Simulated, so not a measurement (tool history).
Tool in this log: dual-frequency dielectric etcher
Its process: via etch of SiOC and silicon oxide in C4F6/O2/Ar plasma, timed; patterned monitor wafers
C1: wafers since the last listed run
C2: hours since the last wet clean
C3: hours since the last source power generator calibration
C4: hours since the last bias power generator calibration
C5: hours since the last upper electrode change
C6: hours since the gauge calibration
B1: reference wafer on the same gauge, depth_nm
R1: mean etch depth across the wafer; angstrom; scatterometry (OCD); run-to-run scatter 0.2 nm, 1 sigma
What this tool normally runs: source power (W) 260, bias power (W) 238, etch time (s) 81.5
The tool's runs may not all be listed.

{"run": 1, "day": 0.0, "source power (W)": 260, "bias power (W)": 224, "etch time (s)": 97, "C1": 0, "C2": 393, "C3": 3051.3, "C4": 1849.6, "C5": 4402.3, "C6": 1605.4, "B1": 86.3, "R1": 929}
{"run": 2, "day": 1.062, "source power (W)": 260, "bias power (W)": 224, "etch time (s)": 97, "C1": 227, "C2": 418.5, "C3": 3076.8, "C4": 1875.1, "C5": 4427.8, "C6": 1630.9, "B1": 86.3, "R1": 931}
{"day": 2.008, "done": "source power generator calibrated"}
{"day": 3.517, "done": "gauge calibrated"}
{"day": 3.646, "done": "wet clean of the chamber"}
{"run": 3, "day": 3.667, "source power (W)": 260, "bias power (W)": 238, "etch time (s)": 81.5, "C1": 307, "C2": 0.5, "C3": 39.8, "C4": 1937.6, "C5": 4490.3, "C6": 3.6, "B1": 86.3, "R1": 812}
{"run": 4, "day": 4.508, "source power (W)": 260, "bias power (W)": 238, "etch time (s)": 81.5, "C1": 179, "C2": 20.7, "C3": 60, "C4": 1957.8, "C5": 4510.5, "C6": 23.8, "B1": 86.2, "R1": 812}
{"run": 5, "day": 5.771, "source power (W)": 310, "bias power (W)": 205, "etch time (s)": 88.5, "C1": 269, "C2": 51, "C3": 90.3, "C4": 1988.1, "C5": 4540.8, "C6": 54.1, "B1": 86.3, "R1": 905}
{"run": 6, "day": 7.183, "source power (W)": 260, "bias power (W)": 238, "etch time (s)": 91, "C1": 301, "C2": 84.9, "C3": 124.2, "C4": 2022, "C5": 4574.7, "C6": 88, "B1": 86.4, "R1": 910}
{"run": 7, "day": 8.517, "source power (W)": 280, "bias power (W)": 220, "etch time (s)": 81.5, "C1": 285, "C2": 116.9, "C3": 156.2, "C4": 2054, "C5": 4606.7, "C6": 120, "B1": 86.2, "R1": 810}
{"run": 8, "day": 9.6, "source power (W)": 260, "bias power (W)": 238, "etch time (s)": 81.5, "C1": 231, "C2": 142.9, "C3": 182.2, "C4": 2080, "C5": 4632.7, "C6": 146, "B1": 86.4, "R1": 807}
{"day": 10.779, "done": "upper electrode replaced"}
{"run": 9, "day": 10.85, "source power (W)": 260, "bias power (W)": 197, "etch time (s)": 81.5, "C1": 53, "C2": 172.9, "C3": 212.2, "C4": 2110, "C5": 1.7, "C6": 176, "B1": 86.3, "R1": 748}
{"run": 10, "day": 11.504, "source power (W)": 210, "bias power (W)": 210, "etch time (s)": 81.5, "C1": 139, "C2": 188.6, "C3": 227.9, "C4": 2125.7, "C5": 17.4, "C6": 191.7, "B1": 86.3, "R1": 686}
{"run": 11, "day": 12.429, "source power (W)": 220, "bias power (W)": 208, "etch time (s)": 71.5, "C1": 197, "C2": 210.8, "C3": 250.1, "C4": 2147.9, "C5": 39.6, "C6": 213.9, "B1": 86.2, "R1": 617}
{"run": 12, "day": 13.283, "source power (W)": 260, "bias power (W)": 238, "etch time (s)": 91, "C1": 182, "C2": 231.3, "C3": 270.6, "C4": 2168.4, "C5": 60.1, "C6": 234.4, "B1": 86.3, "R1": 898}
{"run": 13, "day": 14.758, "source power (W)": 240, "bias power (W)": 293, "etch time (s)": 81.5, "C1": 315, "C2": 266.7, "C3": 306, "C4": 2203.8, "C5": 95.5, "C6": 269.8, "B1": 86.2, "R1": 844}
{"day": 16.312, "done": "bias power generator calibrated"}
{"run": 14, "day": 16.333, "source power (W)": 260, "bias power (W)": 262, "etch time (s)": 81.5, "C1": 301, "C2": 304.5, "C3": 343.8, "C4": 0.5, "C5": 133.3, "C6": 307.6, "B1": 86.3, "R1": 852}
{"run": 15, "day": 20.321, "source power (W)": 260, "bias power (W)": 238, "etch time (s)": 72.5, "C1": 852, "C2": 400.2, "C3": 439.5, "C4": 96.2, "C5": 229, "C6": 403.3, "B1": 86.3, "R1": 728}
{"run": 16, "day": 21.671, "source power (W)": 290, "bias power (W)": 198, "etch time (s)": 97, "C1": 288, "C2": 432.6, "C3": 471.9, "C4": 128.6, "C5": 261.4, "C6": 435.7, "B1": 86.3, "R1": 944}
{"run": 17, "day": 23.054, "source power (W)": 280, "bias power (W)": 238, "etch time (s)": 62.5, "C1": 295, "C2": 465.8, "C3": 505.1, "C4": 161.8, "C5": 294.6, "C6": 468.9, "B1": 86.2, "R1": 647}
{"run": 18, "day": 24.15, "source power (W)": 280, "bias power (W)": 205, "etch time (s)": 93, "C1": 234, "C2": 492.1, "C3": 531.4, "C4": 188.1, "C5": 320.9, "C6": 495.2, "B1": 86.3, "R1": 902}
{"run": 19, "day": 27.571, "source power (W)": 260, "bias power (W)": 238, "etch time (s)": 63.5, "C1": 731, "C2": 574.2, "C3": 613.5, "C4": 270.2, "C5": 403, "C6": 577.3, "B1": 86.3, "R1": 630}
{"day": 28.917, "done": "wet clean of the chamber"}
{"run": 20, "day": 28.938, "source power (W)": 310, "bias power (W)": 238, "etch time (s)": 81.5, "C1": 78, "C2": 0.5, "C3": 646.3, "C4": 303, "C5": 435.8, "C6": 610.1, "B1": 86.3, "R1": 907}
{"run": 21, "day": 32.317, "source power (W)": 310, "bias power (W)": 264, "etch time (s)": 91.5, "C1": 722, "C2": 81.6, "C3": 727.4, "C4": 384.1, "C5": 516.9, "C6": 691.2, "B1": 86.3, "R1": 1055}
{"run": 22, "day": 35.808, "source power (W)": 280, "bias power (W)": 293, "etch time (s)": 65, "C1": 746, "C2": 165.4, "C3": 811.2, "C4": 467.9, "C5": 600.7, "C6": 775, "B1": 86.4, "R1": 744}
{"run": 23, "day": 36.396, "source power (W)": 260, "bias power (W)": 192, "etch time (s)": 89, "C1": 125, "C2": 179.5, "C3": 825.3, "C4": 482, "C5": 614.8, "C6": 789.1, "B1": 86.3, "R1": 824}

Run 24 comes next. What will it give?
{"run": 24, "day": 37.492, "source power (W)": 260, "bias power (W)": 282, "etch time (s)": 81.5, "C1": 234, "C2": 205.8, "C3": 851.6, "C4": 508.3, "C5": 641.1, "C6": 815.4, "B1": "?", "R1": "?"}

B1: 86.2
R1: 884 angstrom
Minus the tool's unlogged condition, the same run would have read R1 895 angstrom.

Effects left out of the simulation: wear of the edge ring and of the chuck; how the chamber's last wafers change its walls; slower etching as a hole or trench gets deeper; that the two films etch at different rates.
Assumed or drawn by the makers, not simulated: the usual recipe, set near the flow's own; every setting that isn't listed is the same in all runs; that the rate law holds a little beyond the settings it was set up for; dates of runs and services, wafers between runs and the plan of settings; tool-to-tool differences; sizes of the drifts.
